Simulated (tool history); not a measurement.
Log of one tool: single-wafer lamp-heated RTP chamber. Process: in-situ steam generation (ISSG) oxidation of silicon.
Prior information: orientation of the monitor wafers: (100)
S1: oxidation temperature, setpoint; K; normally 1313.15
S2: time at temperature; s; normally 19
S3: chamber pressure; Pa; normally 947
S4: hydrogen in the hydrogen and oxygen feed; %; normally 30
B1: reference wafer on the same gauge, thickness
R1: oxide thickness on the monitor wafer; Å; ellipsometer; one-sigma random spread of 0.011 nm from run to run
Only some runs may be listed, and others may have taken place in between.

Run 1, hour 0.0: usual settings; B1 8.383. Result: R1 71.73 Å.
Run 2, hour 33.1: usual settings; B1 8.383. Result: R1 72.08 Å.
Run 3, hour 54.9: usual settings; B1 8.381. Result: R1 72.12 Å.
Run 4, hour 79.7: usual settings; B1 8.377. Result: R1 71.95 Å.
At hour 87.6: gauge calibrated.
Run 5, hour 126.7: usual settings; B1 8.376. Result: R1 71.97 Å.
Run 6, hour 159.3: usual settings but S1 1300.15 K; B1 8.378. Result: R1 67.78 Å.
Run 7, hour 181.6: usual settings but S1 1300.15 K; B1 8.383. Result: R1 67.62 Å.
At hour 193.1: pyrometer window cleaned and pyrometer calibrated.
Run 8, hour 214.9: usual settings but S3 1147 Pa; B1 8.377. Result: R1 70.62 Å.
At hour 231.7: pressure gauge zeroed.
At hour 239.1: hydrogen flow controller replaced.
Run 9, hour 240.9: usual settings; B1 8.378. Result: R1 71.30 Å.
Run 10, hour 274.2: usual settings; B1 8.382. Result: R1 71.50 Å.
At hour 280.1: gauge calibrated.
Run 11, hour 289.6: usual settings but S2 12 s, S3 920 Pa, S4 21 %; B1 8.377. Result: R1 51.65 Å.
Run 12, hour 307.1: usual settings but S4 32 %; B1 8.380. Result: R1 72.81 Å.
Run 13, hour 319.3: usual settings; B1 8.376. Result: R1 71.44 Å.
Run 14, hour 339.7: usual settings but S1 1322.15 K, S2 17 s, S3 1080 Pa, S4 32 %; B1 8.378. Result: R1 71.90 Å.
Run 15, hour 365.9: usual settings but S1 1322.15 K, S3 1147 Pa; B1 8.379. Result: R1 74.41 Å.

Consider 3 possible next runs. They are alternatives, not a sequence: every one starts from the tool as it was left by run 15. What does each give?
Run A, hour 366.3: usual settings; B1 ?. Result: R1 ?.
Run B, hour 366.3: usual settings but S1 1325.15 K, S2 12 s, S3 920 Pa, S4 32 %; B1 ?. Result: R1 ?.
Run C, hour 366.3: usual settings but S1 1323.15 K, S4 32 %; B1 ?. Result: R1 ?.

run     B1     R1
  A  8.381  71.32
  B  8.381  61.64
  C  8.381  76.58
Without the tool's unlogged condition, the same runs would have read:
run     R1
  A  71.08
  B  61.44
  C  76.31

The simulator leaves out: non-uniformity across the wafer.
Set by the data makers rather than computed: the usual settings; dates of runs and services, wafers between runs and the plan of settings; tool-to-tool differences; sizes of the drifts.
